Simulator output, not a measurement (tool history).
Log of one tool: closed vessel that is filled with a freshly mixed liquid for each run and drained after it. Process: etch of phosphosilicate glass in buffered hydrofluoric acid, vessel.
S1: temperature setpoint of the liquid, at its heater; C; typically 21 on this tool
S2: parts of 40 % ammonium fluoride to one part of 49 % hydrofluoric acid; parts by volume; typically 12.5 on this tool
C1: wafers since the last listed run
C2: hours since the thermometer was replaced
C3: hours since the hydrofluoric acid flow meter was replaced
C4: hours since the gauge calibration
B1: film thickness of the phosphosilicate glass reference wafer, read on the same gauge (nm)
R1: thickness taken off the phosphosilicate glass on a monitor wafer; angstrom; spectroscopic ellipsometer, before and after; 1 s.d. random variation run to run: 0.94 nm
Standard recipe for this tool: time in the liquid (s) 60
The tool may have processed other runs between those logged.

Run 1, hour 0: usual settings; C1 0; C2 2516.2; C3 3.9; C4 1452.1; B1 50.04. Result: R1 1396.9 angstrom.
Run 2, hour 52.2: usual settings; C1 4592; C2 2568.4; C3 56.1; C4 1504.3; B1 49.98. Result: R1 1380.7 angstrom.
Run 3, hour 87.1: usual settings but S1 19 C, time in the liquid (s) 85; C1 3070; C2 2603.3; C3 91; C4 1539.2; B1 50.03. Result: R1 1771.7 angstrom.
Run 4, hour 119.8: usual settings but S1 19 C, time in the liquid (s) 85; C1 2876; C2 2636; C3 123.7; C4 1571.9; B1 49.99. Result: R1 1732 angstrom.
Run 5, hour 162.5: usual settings; C1 3756; C2 2678.7; C3 166.4; C4 1614.6; B1 50.01. Result: R1 1394.1 angstrom.
Run 6, hour 196.6: usual settings but S2 9.5 parts by volume; C1 2999; C2 2712.8; C3 200.5; C4 1648.7; B1 49.98. Result: R1 1771.8 angstrom.
Run 7, hour 260.2: usual settings but S2 9.5 parts by volume; C1 5595; C2 2776.4; C3 264.1; C4 1712.3; B1 50.02. Result: R1 1788.6 angstrom.
Run 8, hour 285.6: usual settings but S2 9.5 parts by volume; C1 2234; C2 2801.8; C3 289.5; C4 1737.7; B1 50.02. Result: R1 1779.9 angstrom.
Run 9, hour 338.8: usual settings but S2 14.5 parts by volume; C1 4680; C2 2855; C3 342.7; C4 1790.9; B1 49.96. Result: R1 1207.1 angstrom.
Run 10, hour 380.2: usual settings but time in the liquid (s) 95; C1 3642; C2 2896.4; C3 384.1; C4 1832.3; B1 50.02. Result: R1 2197.5 angstrom.
Run 11, hour 439.8: usual settings but S1 19.5 C, S2 10.5 parts by volume, time in the liquid (s) 75; C1 5243; C2 2956; C3 443.7; C4 1891.9; B1 49.99. Result: R1 1909.1 angstrom.
At hour 460.4: thermometer replaced.
Run 12, hour 485.7: usual settings but S1 17 C, time in the liquid (s) 80; C1 3950; C2 25.3; C3 489.6; C4 1937.8; B1 50. Result: R1 1464.1 angstrom.
Run 13, hour 549.6: usual settings but S1 19.5 C, S2 7.5 parts by volume; C1 5621; C2 89.2; C3 553.5; C4 2001.7; B1 50. Result: R1 2072.9 angstrom.
Run 14, hour 579.3: usual settings but S1 18 C, time in the liquid (s) 70; C1 2612; C2 118.9; C3 583.2; C4 2031.4; B1 49.97. Result: R1 1376.7 angstrom.
Run 15, hour 649.5: usual settings but S2 15.5 parts by volume, time in the liquid (s) 75; C1 6175; C2 189.1; C3 653.4; C4 2101.6; B1 49.99. Result: R1 1427.4 angstrom.
Run 16, hour 684: usual settings but time in the liquid (s) 85; C1 3035; C2 223.6; C3 687.9; C4 2136.1; B1 49.99. Result: R1 1989.3 angstrom.
Run 17, hour 709: usual settings; C1 2199; C2 248.6; C3 712.9; C4 2161.1; B1 50. Result: R1 1415.4 angstrom.
Run 18, hour 764.8: usual settings but S1 17 C, time in the liquid (s) 75; C1 4909; C2 304.4; C3 768.7; C4 2216.9; B1 50. Result: R1 1399.5 angstrom.
Run 19, hour 819.1: usual settings; C1 4777; C2 358.7; C3 823; C4 2271.2; B1 50.02. Result: R1 1419.3 angstrom.
Run 20, hour 865.2: usual settings; C1 4055; C2 404.8; C3 869.1; C4 2317.3; B1 49.97. Result: R1 1414.2 angstrom.
Run 21, hour 932.2: usual settings but time in the liquid (s) 45; C1 5894; C2 471.8; C3 936.1; C4 2384.3; B1 50.01. Result: R1 1059.5 angstrom.
At hour 980.1: gauge calibrated.
Run 22, hour 983.8: usual settings; C1 4539; C2 523.4; C3 987.7; C4 3.7; B1 50. Result: R1 1421.2 angstrom.
Run 23, hour 1053.5: usual settings; C1 6131; C2 593.1; C3 1057.4; C4 73.4; B1 49.96. Result: R1 1412.3 angstrom.
Run 24, hour 1117.3: usual settings but S2 14.5 parts by volume, time in the liquid (s) 30; C1 5612; C2 656.9; C3 1121.2; C4 137.2; B1 49.99. Result: R1 614.8 angstrom.
Run 25, hour 1183.9: usual settings but S1 22.5 C; C1 5859; C2 723.5; C3 1187.8; C4 203.8; B1 50.04. Result: R1 1549.5 angstrom.
Run 26, hour 1235.4: usual settings but S1 19 C, time in the liquid (s) 30; C1 4530; C2 775; C3 1239.3; C4 255.3; B1 49.98. Result: R1 635.1 angstrom.
Run 27, hour 1291.5: usual settings but S2 15.5 parts by volume, time in the liquid (s) 90; C1 4935; C2 831.1; C3 1295.4; C4 311.4; B1 49.98. Result: R1 1707.2 angstrom.
Run 28, hour 1351: usual settings but S2 8.5 parts by volume; C1 5234; C2 890.6; C3 1354.9; C4 370.9; B1 50. Result: R1 2007.3 angstrom.
Run 29, hour 1397.8: usual settings but S1 22.5 C, S2 11 parts by volume, time in the liquid (s) 30; C1 4117; C2 937.4; C3 1401.7; C4 417.7; B1 50.04. Result: R1 868.5 angstrom.
Run 30, hour 1421.8: usual settings but S2 15 parts by volume; C1 2111; C2 961.4; C3 1425.7; C4 441.7; B1 50.04. Result: R1 1173.7 angstrom.
Run 31, hour 1471.9: usual settings but S2 15 parts by volume; C1 4407; C2 1011.5; C3 1475.8; C4 491.8; B1 49.98. Result: R1 1185.3 angstrom.

Run 32 comes next. What will it give?
Run 32, hour 1534: usual settings; C1 5463; C2 1073.6; C3 1537.9; C4 553.9; B1 ?. Result: R1 ?.

{"run 32": {"B1": 49.99, "R1": 1423.7}}
With the hidden condition absent and the run-to-run variation left alone, this run would have shown R1 1382 angstrom.

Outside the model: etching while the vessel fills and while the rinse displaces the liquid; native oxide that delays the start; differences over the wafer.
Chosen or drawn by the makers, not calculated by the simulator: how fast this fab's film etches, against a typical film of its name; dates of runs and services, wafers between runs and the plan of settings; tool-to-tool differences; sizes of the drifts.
